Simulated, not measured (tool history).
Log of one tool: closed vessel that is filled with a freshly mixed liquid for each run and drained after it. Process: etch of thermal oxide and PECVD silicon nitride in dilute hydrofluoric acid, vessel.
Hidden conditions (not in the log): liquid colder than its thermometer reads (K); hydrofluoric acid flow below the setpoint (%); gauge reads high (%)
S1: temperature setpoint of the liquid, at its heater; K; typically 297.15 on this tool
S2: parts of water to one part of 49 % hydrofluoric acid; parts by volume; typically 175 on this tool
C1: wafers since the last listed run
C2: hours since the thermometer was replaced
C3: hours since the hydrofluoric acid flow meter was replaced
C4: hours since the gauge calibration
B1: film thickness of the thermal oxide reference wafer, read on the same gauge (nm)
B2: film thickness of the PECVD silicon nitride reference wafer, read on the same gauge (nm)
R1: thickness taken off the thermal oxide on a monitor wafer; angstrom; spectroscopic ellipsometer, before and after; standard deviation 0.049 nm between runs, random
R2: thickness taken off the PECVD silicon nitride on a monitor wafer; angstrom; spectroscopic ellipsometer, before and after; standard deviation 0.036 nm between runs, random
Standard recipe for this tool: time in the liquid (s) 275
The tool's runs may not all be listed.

{"run": 1, "day": 0.0, "S1": 297.15, "S2": 175, "time in the liquid (s)": 275, "C1": 0, "C2": 116.3, "C3": 811.2, "C4": 1069.6, "B1": 43.39, "B2": 108.523, "R1": 69.1, "R2": 29.56}
{"run": 2, "day": 3.104, "S1": 297.15, "S2": 175, "time in the liquid (s)": 275, "C1": 5732, "C2": 190.8, "C3": 885.7, "C4": 1144.1, "B1": 43.5, "B2": 108.674, "R1": 68.2, "R2": 29.62}
{"run": 3, "day": 5.217, "S1": 297.15, "S2": 175, "time in the liquid (s)": 275, "C1": 3901, "C2": 241.5, "C3": 936.4, "C4": 1194.8, "B1": 43.52, "B2": 108.813, "R1": 68.9, "R2": 29.2}
{"run": 4, "day": 9.05, "S1": 297.15, "S2": 175, "time in the liquid (s)": 275, "C1": 7079, "C2": 333.5, "C3": 1028.4, "C4": 1286.8, "B1": 43.57, "B2": 108.96, "R1": 69.4, "R2": 30.04}
{"run": 5, "day": 11.942, "S1": 297.15, "S2": 175, "time in the liquid (s)": 275, "C1": 5340, "C2": 402.9, "C3": 1097.8, "C4": 1356.2, "B1": 43.63, "B2": 109.007, "R1": 69.4, "R2": 29.31}
{"run": 6, "day": 15.896, "S1": 295.65, "S2": 175, "time in the liquid (s)": 275, "C1": 7302, "C2": 497.8, "C3": 1192.7, "C4": 1451.1, "B1": 43.65, "B2": 109.208, "R1": 65.9, "R2": 27.32}
{"run": 7, "day": 18.446, "S1": 300.65, "S2": 175, "time in the liquid (s)": 275, "C1": 4709, "C2": 559, "C3": 1253.9, "C4": 1512.3, "B1": 43.69, "B2": 109.231, "R1": 79.1, "R2": 36.36}
{"run": 8, "day": 19.954, "S1": 297.15, "S2": 175, "time in the liquid (s)": 275, "C1": 2785, "C2": 595.2, "C3": 1290.1, "C4": 1548.5, "B1": 43.73, "B2": 109.297, "R1": 69.4, "R2": 29.91}
{"day": 20.504, "done": "thermometer replaced"}
{"run": 9, "day": 24.312, "S1": 298.65, "S2": 175, "time in the liquid (s)": 365, "C1": 7971, "C2": 91.4, "C3": 1394.7, "C4": 1653.1, "B1": 43.78, "B2": 109.365, "R1": 97.6, "R2": 42.87}
{"run": 10, "day": 27.067, "S1": 297.15, "S2": 215, "time in the liquid (s)": 275, "C1": 5086, "C2": 157.5, "C3": 1460.8, "C4": 1719.2, "B1": 43.77, "B2": 109.391, "R1": 54.2, "R2": 24.18}
{"run": 11, "day": 31.117, "S1": 301.15, "S2": 175, "time in the liquid (s)": 155, "C1": 7479, "C2": 254.7, "C3": 1558, "C4": 1816.4, "B1": 43.77, "B2": 109.496, "R1": 45, "R2": 21.62}
{"run": 12, "day": 35.508, "S1": 293.65, "S2": 220, "time in the liquid (s)": 275, "C1": 8110, "C2": 360.1, "C3": 1663.4, "C4": 1921.8, "B1": 43.81, "B2": 109.539, "R1": 46.4, "R2": 18.72}
{"day": 39.346, "done": "gauge calibrated"}
{"run": 13, "day": 39.817, "S1": 297.15, "S2": 175, "time in the liquid (s)": 275, "C1": 7956, "C2": 463.5, "C3": 1766.8, "C4": 11.3, "B1": 39.92, "B2": 99.781, "R1": 63.8, "R2": 27.01}
{"run": 14, "day": 41.342, "S1": 297.15, "S2": 205, "time in the liquid (s)": 160, "C1": 2816, "C2": 500.1, "C3": 1803.4, "C4": 47.9, "B1": 40.12, "B2": 100.273, "R1": 31.2, "R2": 13.65}
{"run": 15, "day": 43.083, "S1": 295.15, "S2": 175, "time in the liquid (s)": 275, "C1": 3216, "C2": 541.9, "C3": 1845.2, "C4": 89.7, "B1": 40.27, "B2": 100.712, "R1": 59.4, "R2": 23.08}
{"run": 16, "day": 45.138, "S1": 299.15, "S2": 115, "time in the liquid (s)": 410, "C1": 3793, "C2": 591.2, "C3": 1894.5, "C4": 139, "B1": 40.5, "B2": 101.239, "R1": 168, "R2": 69.09}
{"run": 17, "day": 49.621, "S1": 299.65, "S2": 175, "time in the liquid (s)": 190, "C1": 8279, "C2": 698.8, "C3": 2002.1, "C4": 246.6, "B1": 40.92, "B2": 102.26, "R1": 49.3, "R2": 21.98}
{"day": 50.946, "done": "thermometer replaced"}
{"day": 51.15, "done": "hydrofluoric acid flow meter replaced"}
{"run": 18, "day": 51.467, "S1": 297.15, "S2": 175, "time in the liquid (s)": 275, "C1": 3254, "C2": 12.5, "C3": 7.6, "C4": 290.9, "B1": 41.04, "B2": 102.589, "R1": 65.4, "R2": 27.84}
{"run": 19, "day": 55.517, "S1": 300.15, "S2": 225, "time in the liquid (s)": 160, "C1": 7479, "C2": 109.7, "C3": 104.8, "C4": 388.1, "B1": 41.34, "B2": 103.306, "R1": 31.9, "R2": 15.38}
{"run": 20, "day": 57.212, "S1": 297.15, "S2": 150, "time in the liquid (s)": 275, "C1": 3131, "C2": 150.4, "C3": 145.5, "C4": 428.8, "B1": 41.41, "B2": 103.521, "R1": 79, "R2": 32.33}
{"run": 21, "day": 61.442, "S1": 301.65, "S2": 235, "time in the liquid (s)": 430, "C1": 7810, "C2": 251.9, "C3": 247, "C4": 530.3, "B1": 41.67, "B2": 104.172, "R1": 84.7, "R2": 42.27}
{"run": 22, "day": 64.642, "S1": 297.15, "S2": 175, "time in the liquid (s)": 180, "C1": 5909, "C2": 328.7, "C3": 323.8, "C4": 607.1, "B1": 41.83, "B2": 104.507, "R1": 43, "R2": 18.08}
{"run": 23, "day": 66.146, "S1": 297.15, "S2": 215, "time in the liquid (s)": 375, "C1": 2777, "C2": 364.8, "C3": 359.9, "C4": 643.2, "B1": 41.9, "B2": 104.758, "R1": 70.3, "R2": 31.2}
{"run": 24, "day": 70.296, "S1": 297.15, "S2": 175, "time in the liquid (s)": 275, "C1": 7663, "C2": 464.4, "C3": 459.5, "C4": 742.8, "B1": 42.03, "B2": 105.145, "R1": 66.4, "R2": 28.24}
{"run": 25, "day": 72.008, "S1": 297.15, "S2": 175, "time in the liquid (s)": 275, "C1": 3162, "C2": 505.5, "C3": 500.6, "C4": 783.9, "B1": 42.13, "B2": 105.264, "R1": 66.2, "R2": 28.79}

What was the tool's hidden state at every run in the log?
liquid colder than its thermometer reads (K): 0 across all the runs
hydrofluoric acid flow below the setpoint (%): 0 across all the runs
H1: gauge reads high (%)
run=1 H1=8.52
run=2 H1=8.68
run=3 H1=8.77
run=4 H1=8.93
run=5 H1=9.03
run=6 H1=9.15
run=7 H1=9.22
run=8 H1=9.26
run=9 H1=9.36
run=10 H1=9.41
run=11 H1=9.48
run=12 H1=9.54
run=13 H1=-0.185
run=14 H1=0.255
run=15 H1=0.727
run=16 H1=1.24
run=17 H1=2.24
run=18 H1=2.6
run=19 H1=3.3
run=20 H1=3.57
run=21 H1=4.16
run=22 H1=4.54
run=23 H1=4.7
run=24 H1=5.11
run=25 H1=5.26
